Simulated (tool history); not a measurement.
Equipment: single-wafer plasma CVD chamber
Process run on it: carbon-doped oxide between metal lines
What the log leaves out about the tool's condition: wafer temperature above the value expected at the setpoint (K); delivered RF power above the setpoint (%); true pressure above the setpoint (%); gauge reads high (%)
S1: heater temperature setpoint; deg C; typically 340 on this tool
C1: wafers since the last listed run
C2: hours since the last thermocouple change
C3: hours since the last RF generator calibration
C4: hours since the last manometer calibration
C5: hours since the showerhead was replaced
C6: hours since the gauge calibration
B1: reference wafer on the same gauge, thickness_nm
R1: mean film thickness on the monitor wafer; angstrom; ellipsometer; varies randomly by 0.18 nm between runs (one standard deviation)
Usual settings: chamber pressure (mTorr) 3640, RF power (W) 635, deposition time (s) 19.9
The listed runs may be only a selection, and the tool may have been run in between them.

run 1 hour=0 | S1=340 chamber_pressure_(mTorr)=3640 RF_power_(W)=635 deposition_time_(s)=19 | C1=0 C2=2163.1 C3=1511 C4=1203.4 C5=4857.4 C6=147.8 | B1=120.988 | R1=1130.19
run 2 hour=12.3 | S1=340 chamber_pressure_(mTorr)=3640 RF_power_(W)=635 deposition_time_(s)=19 | C1=313 C2=2175.4 C3=1523.3 C4=1215.7 C5=4869.7 C6=160.1 | B1=120.988 | R1=1129.39
run 3 hour=22.5 | S1=340 chamber_pressure_(mTorr)=3640 RF_power_(W)=635 deposition_time_(s)=19 | C1=259 C2=2185.6 C3=1533.5 C4=1225.9 C5=4879.9 C6=170.3 | B1=121.026 | R1=1129.54
run 4 hour=29.1 | S1=340 chamber_pressure_(mTorr)=3640 RF_power_(W)=540 deposition_time_(s)=19.9 | C1=167 C2=2192.2 C3=1540.1 C4=1232.5 C5=4886.5 C6=176.9 | B1=121.027 | R1=1100.54
run 5 hour=39.1 | S1=340 chamber_pressure_(mTorr)=3640 RF_power_(W)=635 deposition_time_(s)=19.9 | C1=254 C2=2202.2 C3=1550.1 C4=1242.5 C5=4896.5 C6=186.9 | B1=121.017 | R1=1181.44
run 6 hour=86.4 | S1=340 chamber_pressure_(mTorr)=3640 RF_power_(W)=635 deposition_time_(s)=19.9 | C1=1203 C2=2249.5 C3=1597.4 C4=1289.8 C5=4943.8 C6=234.2 | B1=121.052 | R1=1180.51
run 7 hour=101 | S1=340 chamber_pressure_(mTorr)=3640 RF_power_(W)=635 deposition_time_(s)=19.9 | C1=371 C2=2264.1 C3=1612 C4=1304.4 C5=4958.4 C6=248.8 | B1=121.103 | R1=1176.79
run 8 hour=112.3 | S1=340 chamber_pressure_(mTorr)=3640 RF_power_(W)=635 deposition_time_(s)=19.9 | C1=287 C2=2275.4 C3=1623.3 C4=1315.7 C5=4969.7 C6=260.1 | B1=121.067 | R1=1177.61
run 9 hour=123.3 | S1=344 chamber_pressure_(mTorr)=3640 RF_power_(W)=635 deposition_time_(s)=19.9 | C1=279 C2=2286.4 C3=1634.3 C4=1326.7 C5=4980.7 C6=271.1 | B1=121.013 | R1=1164.15
run 10 hour=136.3 | S1=344 chamber_pressure_(mTorr)=3640 RF_power_(W)=635 deposition_time_(s)=19.9 | C1=330 C2=2299.4 C3=1647.3 C4=1339.7 C5=4993.7 C6=284.1 | B1=121.058 | R1=1164.93
run 11 hour=143.6 | S1=340 chamber_pressure_(mTorr)=3640 RF_power_(W)=635 deposition_time_(s)=19.9 | C1=185 C2=2306.7 C3=1654.6 C4=1347 C5=5001 C6=291.4 | B1=120.967 | R1=1179.37
run 12 hour=158.8 | S1=340 chamber_pressure_(mTorr)=3640 RF_power_(W)=635 deposition_time_(s)=19.9 | C1=386 C2=2321.9 C3=1669.8 C4=1362.2 C5=5016.2 C6=306.6 | B1=121.076 | R1=1179.16
run 13 hour=171.8 | S1=340 chamber_pressure_(mTorr)=3640 RF_power_(W)=635 deposition_time_(s)=21.8 | C1=330 C2=2334.9 C3=1682.8 C4=1375.2 C5=5029.2 C6=319.6 | B1=120.954 | R1=1289.27
run 14 hour=178.3 | S1=340 chamber_pressure_(mTorr)=3640 RF_power_(W)=635 deposition_time_(s)=19.9 | C1=165 C2=2341.4 C3=1689.3 C4=1381.7 C5=5035.7 C6=326.1 | B1=121.033 | R1=1179.25
-- hour=195.3 capacitance manometer re-zeroed and calibrated
run 15 hour=195.8 | S1=340 chamber_pressure_(mTorr)=3640 RF_power_(W)=750 deposition_time_(s)=19.9 | C1=241 C2=2358.9 C3=1706.8 C4=0.5 C5=5053.2 C6=343.6 | B1=121.008 | R1=1271.73
-- hour=213.4 gauge calibrated
run 16 hour=238.8 | S1=340 chamber_pressure_(mTorr)=3640 RF_power_(W)=635 deposition_time_(s)=19.9 | C1=1094 C2=2401.9 C3=1749.8 C4=43.5 C5=5096.2 C6=25.4 | B1=120.923 | R1=1175.62
-- hour=248.4 thermocouple changed; heater temperature recalibrated
run 17 hour=256.5 | S1=336 chamber_pressure_(mTorr)=4190 RF_power_(W)=705 deposition_time_(s)=19.9 | C1=246 C2=8.1 C3=1767.5 C4=61.2 C5=5113.9 C6=43.1 | B1=120.925 | R1=1279
-- hour=268.4 RF generator calibrated
run 18 hour=268.9 | S1=340 chamber_pressure_(mTorr)=3640 RF_power_(W)=635 deposition_time_(s)=18.7 | C1=111 C2=20.5 C3=0.5 C4=73.6 C5=5126.3 C6=55.5 | B1=121.024 | R1=1140.89
run 19 hour=280.9 | S1=340 chamber_pressure_(mTorr)=3640 RF_power_(W)=635 deposition_time_(s)=19.9 | C1=305 C2=32.5 C3=12.5 C4=85.6 C5=5138.3 C6=67.5 | B1=120.956 | R1=1213.65
-- hour=290.5 showerhead replaced
run 20 hour=292 | S1=340 chamber_pressure_(mTorr)=3640 RF_power_(W)=635 deposition_time_(s)=23.1 | C1=78 C2=43.6 C3=23.6 C4=96.7 C5=1.5 C6=78.6 | B1=120.987 | R1=1402.77
run 21 hour=299.1 | S1=333 chamber_pressure_(mTorr)=4000 RF_power_(W)=635 deposition_time_(s)=23.1 | C1=180 C2=50.7 C3=30.7 C4=103.8 C5=8.6 C6=85.7 | B1=121.008 | R1=1459.55
run 22 hour=306.8 | S1=327 chamber_pressure_(mTorr)=2930 RF_power_(W)=675 deposition_time_(s)=16.5 | C1=195 C2=58.4 C3=38.4 C4=111.5 C5=16.3 C6=93.4 | B1=121.049 | R1=1055.42
run 23 hour=322.7 | S1=340 chamber_pressure_(mTorr)=3130 RF_power_(W)=585 deposition_time_(s)=19.9 | C1=404 C2=74.3 C3=54.3 C4=127.4 C5=32.2 C6=109.3 | B1=121.047 | R1=1146.67
run 24 hour=339.7 | S1=351 chamber_pressure_(mTorr)=3640 RF_power_(W)=585 deposition_time_(s)=16.8 | C1=432 C2=91.3 C3=71.3 C4=144.4 C5=49.2 C6=126.3 | B1=120.962 | R1=953.66
run 25 hour=353 | S1=340 chamber_pressure_(mTorr)=2830 RF_power_(W)=635 deposition_time_(s)=21.5 | C1=338 C2=104.6 C3=84.6 C4=157.7 C5=62.5 C6=139.6 | B1=121.019 | R1=1267.85
run 26 hour=362.8 | S1=340 chamber_pressure_(mTorr)=4030 RF_power_(W)=515 deposition_time_(s)=16.8 | C1=249 C2=114.4 C3=94.4 C4=167.5 C5=72.3 C6=149.4 | B1=121.056 | R1=950.98
run 27 hour=379.5 | S1=353 chamber_pressure_(mTorr)=3640 RF_power_(W)=710 deposition_time_(s)=19.9 | C1=424 C2=131.1 C3=111.1 C4=184.2 C5=89 C6=166.1 | B1=121.044 | R1=1227.96

3 options for the next run, each taken on its own from the tool as it stands now. Forecast them:
run A hour=379.9 | S1=340 chamber_pressure_(mTorr)=3640 RF_power_(W)=635 deposition_time_(s)=16.9 | C1=10 C2=131.5 C3=111.5 C4=184.6 C5=89.4 C6=166.5 | B1=? | R1=?
run B hour=379.9 | S1=334 chamber_pressure_(mTorr)=3060 RF_power_(W)=740 deposition_time_(s)=19.9 | C1=10 C2=131.5 C3=111.5 C4=184.6 C5=89.4 C6=166.5 | B1=? | R1=?
run C hour=379.9 | S1=340 chamber_pressure_(mTorr)=4120 RF_power_(W)=635 deposition_time_(s)=16.3 | C1=10 C2=131.5 C3=111.5 C4=184.6 C5=89.4 C6=166.5 | B1=? | R1=?

run=A B1=121.001 R1=1030.63
run=B B1=121.001 R1=1296.84
run=C B1=121.001 R1=1014.3
Take away the tool's hidden state, keep each run's random variation, and the runs would have read:
run=A R1=1037.8
run=B R1=1305.66
run=C R1=1021.35
